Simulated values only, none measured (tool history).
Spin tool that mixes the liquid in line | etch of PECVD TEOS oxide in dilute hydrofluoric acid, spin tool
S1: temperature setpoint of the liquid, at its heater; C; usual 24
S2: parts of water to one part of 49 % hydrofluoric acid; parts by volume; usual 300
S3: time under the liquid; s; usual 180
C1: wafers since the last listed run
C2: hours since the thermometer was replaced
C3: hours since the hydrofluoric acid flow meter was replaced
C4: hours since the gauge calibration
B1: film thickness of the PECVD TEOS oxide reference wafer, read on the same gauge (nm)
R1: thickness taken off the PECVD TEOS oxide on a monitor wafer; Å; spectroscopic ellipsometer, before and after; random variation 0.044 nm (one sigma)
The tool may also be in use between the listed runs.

Run 1, hour 0: usual settings but S1 26.5 C; C1 0; C2 368.8; C3 2101.6; C4 105.4; B1 89.97. Result: R1 121.7 Å.
Run 2, hour 6.4: usual settings but S1 26.5 C; C1 41; C2 375.2; C3 2108; C4 111.8; B1 90.01. Result: R1 121.6 Å.
Run 3, hour 19.4: usual settings but S1 26.5 C; C1 84; C2 388.2; C3 2121; C4 124.8; B1 89.99. Result: R1 120.6 Å.
Run 4, hour 31.9: usual settings; C1 81; C2 400.7; C3 2133.5; C4 137.3; B1 90. Result: R1 110.8 Å.
Run 5, hour 42.4: usual settings; C1 68; C2 411.2; C3 2144; C4 147.8; B1 89.96. Result: R1 112.3 Å.
Run 6, hour 80.4: usual settings; C1 246; C2 449.2; C3 2182; C4 185.8; B1 90.01. Result: R1 111.5 Å.
Run 7, hour 128.3: usual settings; C1 310; C2 497.1; C3 2229.9; C4 233.7; B1 90.02. Result: R1 111.6 Å.
Run 8, hour 137.7: usual settings; C1 61; C2 506.5; C3 2239.3; C4 243.1; B1 89.97. Result: R1 110.9 Å.
Run 9, hour 144.6: usual settings; C1 44; C2 513.4; C3 2246.2; C4 250; B1 89.98. Result: R1 112.4 Å.
Run 10, hour 158.7: usual settings but S3 265 s; C1 91; C2 527.5; C3 2260.3; C4 264.1; B1 90.03. Result: R1 164.2 Å.
Run 11, hour 174.7: usual settings; C1 103; C2 543.5; C3 2276.3; C4 280.1; B1 90.01. Result: R1 111.7 Å.
Run 12, hour 185.2: usual settings; C1 68; C2 554; C3 2286.8; C4 290.6; B1 90.01. Result: R1 111 Å.
Run 13, hour 191.9: usual settings; C1 43; C2 560.7; C3 2293.5; C4 297.3; B1 90.01. Result: R1 112.1 Å.
Run 14, hour 201.7: usual settings; C1 63; C2 570.5; C3 2303.3; C4 307.1; B1 89.97. Result: R1 111.4 Å.
Run 15, hour 218.9: usual settings; C1 111; C2 587.7; C3 2320.5; C4 324.3; B1 89.98. Result: R1 111 Å.
Run 16, hour 233.3: usual settings but S1 28.5 C, S2 425 parts by volume, S3 280 s; C1 93; C2 602.1; C3 2334.9; C4 338.7; B1 90.02. Result: R1 125.2 Å.
Run 17, hour 249: usual settings; C1 101; C2 617.8; C3 2350.6; C4 354.4; B1 90. Result: R1 111.6 Å.
Run 18, hour 262: usual settings but S1 27.5 C, S2 445 parts by volume, S3 95 s; C1 84; C2 630.8; C3 2363.6; C4 367.4; B1 90.01. Result: R1 38.7 Å.
Run 19, hour 271: usual settings but S1 20.5 C; C1 58; C2 639.8; C3 2372.6; C4 376.4; B1 90. Result: R1 98.5 Å.
Run 20, hour 277.4: usual settings; C1 41; C2 646.2; C3 2379; C4 382.8; B1 90.02. Result: R1 112 Å.
Run 21, hour 283.7: usual settings but S1 19.5 C, S2 210 parts by volume, S3 140 s; C1 40; C2 652.5; C3 2385.3; C4 389.1; B1 90. Result: R1 114.2 Å.
Run 22, hour 290.3: usual settings; C1 42; C2 659.1; C3 2391.9; C4 395.7; B1 89.99. Result: R1 111.7 Å.
At hour 293.2: gauge calibrated.
At hour 306.4: thermometer replaced.
Run 23, hour 307.8: usual settings but S1 20 C, S2 340 parts by volume; C1 107; C2 1.4; C3 2409.4; C4 14.6; B1 90.01. Result: R1 82.3 Å.
At hour 313.2: hydrofluoric acid flow meter replaced.
Run 24, hour 321.8: usual settings but S1 22.5 C; C1 84; C2 15.4; C3 8.6; C4 28.6; B1 89.99. Result: R1 106 Å.
Run 25, hour 336.5: usual settings but S1 28.5 C, S3 140 s; C1 95; C2 30.1; C3 23.3; C4 43.3; B1 90.01. Result: R1 101.1 Å.
Run 26, hour 352.6: usual settings; C1 104; C2 46.2; C3 39.4; C4 59.4; B1 89.99. Result: R1 111.4 Å.
Run 27, hour 364.2: usual settings but S1 19.5 C; C1 75; C2 57.8; C3 51; C4 71; B1 90.01. Result: R1 95.1 Å.
Run 28, hour 374.3: usual settings but S1 22 C, S2 255 parts by volume, S3 265 s; C1 65; C2 67.9; C3 61.1; C4 81.1; B1 90.01. Result: R1 187.8 Å.
Run 29, hour 383: usual settings but S3 250 s; C1 56; C2 76.6; C3 69.8; C4 89.8; B1 90.01. Result: R1 153.4 Å.
Run 30, hour 408.6: usual settings but S1 28 C, S2 180 parts by volume, S3 245 s; C1 166; C2 102.2; C3 95.4; C4 115.4; B1 89.99. Result: R1 330.5 Å.
Run 31, hour 421.6: usual settings but S1 22.5 C, S3 95 s; C1 84; C2 115.2; C3 108.4; C4 128.4; B1 89.97. Result: R1 55.9 Å.

Hidden state at the last listed run before each entry between runs and at the first one after, where it differs:
Between runs 22 and 23: gauge calibrated (hour 293.2); thermometer replaced (hour 306.4)
  no hidden state differs between the two runs
Between runs 23 and 24: hydrofluoric acid flow meter replaced (hour 313.2)
  no hidden state differs between the two runs

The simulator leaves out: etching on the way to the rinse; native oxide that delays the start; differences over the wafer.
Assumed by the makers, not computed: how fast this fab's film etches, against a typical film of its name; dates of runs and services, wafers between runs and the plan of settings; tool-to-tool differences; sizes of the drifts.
